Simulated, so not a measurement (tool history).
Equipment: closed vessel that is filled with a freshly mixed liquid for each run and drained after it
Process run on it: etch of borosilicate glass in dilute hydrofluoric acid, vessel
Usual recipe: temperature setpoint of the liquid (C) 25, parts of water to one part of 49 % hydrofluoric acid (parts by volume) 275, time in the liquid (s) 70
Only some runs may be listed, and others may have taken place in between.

| run | hour | temperature setpoint of the liquid (C) | parts of water to one part of 49 % hydrofluoric acid (parts by volume) | time in the liquid (s) | read-back film thickness of the borosilicate glass reference wafer, read on the same gauge (nm) | thickness taken off the borosilicate glass on a monitor wafer (Å) |
|---|---|---|---|---|---|---|
| 1 | 0 | 25 | 275 | 70 | 130.02 | 131.6 |
| 2 | 10.3 | 25 | 275 | 70 | 130.02 | 130.5 |
| 3 | 19 | 25 | 195 | 70 | 130 | 199.9 |
| 4 | 33.3 | 25 | 195 | 70 | 130 | 199.7 |
| 5 | 44.7 | 25 | 195 | 70 | 129.99 | 200.2 |
| 6 | 53.9 | 25 | 275 | 60 | 130 | 112.5 |
| 7 | 69.1 | 25 | 275 | 70 | 130.02 | 131.4 |
| 8 | 81.4 | 22.5 | 275 | 70 | 130 | 120.3 |
| 9 | 87.5 | 25 | 275 | 70 | 130 | 131.5 |
| 10 | 103.6 | 25 | 275 | 70 | 130.01 | 131.3 |
| 11 | 120.3 | 25 | 275 | 70 | 130.01 | 131.8 |
| 12 | 131.7 | 25 | 275 | 70 | 130.01 | 131.2 |
| 13 | 181.9 | 25 | 275 | 70 | 129.99 | 131.3 |
|  | 183.3 | thermometer replaced |
| 14 | 192.8 | 25 | 275 | 95 | 130.01 | 180.7 |
| 15 | 206.3 | 26.5 | 275 | 85 | 129.98 | 169.8 |
|  | 206.7 | gauge calibrated |
| 16 | 218.9 | 21.5 | 180 | 45 | 130.02 | 124.5 |
| 17 | 225.4 | 22 | 315 | 90 | 130.02 | 128.7 |
|  | 230.4 | hydrofluoric acid flow meter replaced |
| 18 | 236.8 | 25 | 335 | 70 | 129.99 | 88.2 |
| 19 | 246.9 | 25 | 320 | 70 | 130 | 94.4 |
| 20 | 261.3 | 25 | 275 | 70 | 129.99 | 115.1 |
| 21 | 276.8 | 25 | 275 | 70 | 130.03 | 114 |
| 22 | 288.6 | 25 | 310 | 45 | 130 | 63.8 |
| 23 | 302.5 | 29 | 345 | 90 | 130 | 125.6 |
| 24 | 320 | 26.5 | 140 | 70 | 130 | 275.2 |
| 25 | 330.3 | 25 | 275 | 70 | 130 | 114.4 |
| 26 | 345 | 26.5 | 275 | 70 | 130.02 | 120.9 |
| 27 | 351.8 | 25 | 275 | 70 | 129.98 | 115.3 |
| 28 | 366.6 | 25 | 275 | 105 | 129.99 | 174.6 |
| 29 | 375.4 | 25 | 275 | 70 | 130 | 115.4 |

Below, some changes in thickness taken off the borosilicate glass on a monitor wafer (Å) between adjacent runs. For each, the amount present without the hidden state too (settings, incoming material, random variation) and the amount remaining for the hidden state with gauge scatter not shared by both compared results:
Hidden state at play: liquid hotter than its thermometer reads (K); hydrofluoric acid flow above the setpoint (%); gauge reads high (%).
Run 5 -> 6: parts of water to one part of 49 % hydrofluoric acid (parts by volume) 195 -> 275, time in the liquid (s) 70 -> 60. thickness taken off the borosilicate glass on a monitor wafer (Å) -87.7: hidden state -11.3, all else -76.4.
Run 17 -> 18: temperature setpoint of the liquid (C) 22 -> 25, parts of water to one part of 49 % hydrofluoric acid (parts by volume) 315 -> 335, time in the liquid (s) 90 -> 70, hydrofluoric acid flow meter replaced. thickness taken off the borosilicate glass on a monitor wafer (Å) -40.5: hidden state -18.2, all else -22.3.
Run 23 -> 24: temperature setpoint of the liquid (C) 29 -> 26.5, parts of water to one part of 49 % hydrofluoric acid (parts by volume) 345 -> 140, time in the liquid (s) 90 -> 70. thickness taken off the borosilicate glass on a monitor wafer (Å) +149.6: hidden state +3.3, all else +146.3.
Run 24 -> 25: temperature setpoint of the liquid (C) 26.5 -> 25, parts of water to one part of 49 % hydrofluoric acid (parts by volume) 140 -> 275. thickness taken off the borosilicate glass on a monitor wafer (Å) -160.8: hidden state -3.6, all else -157.2.
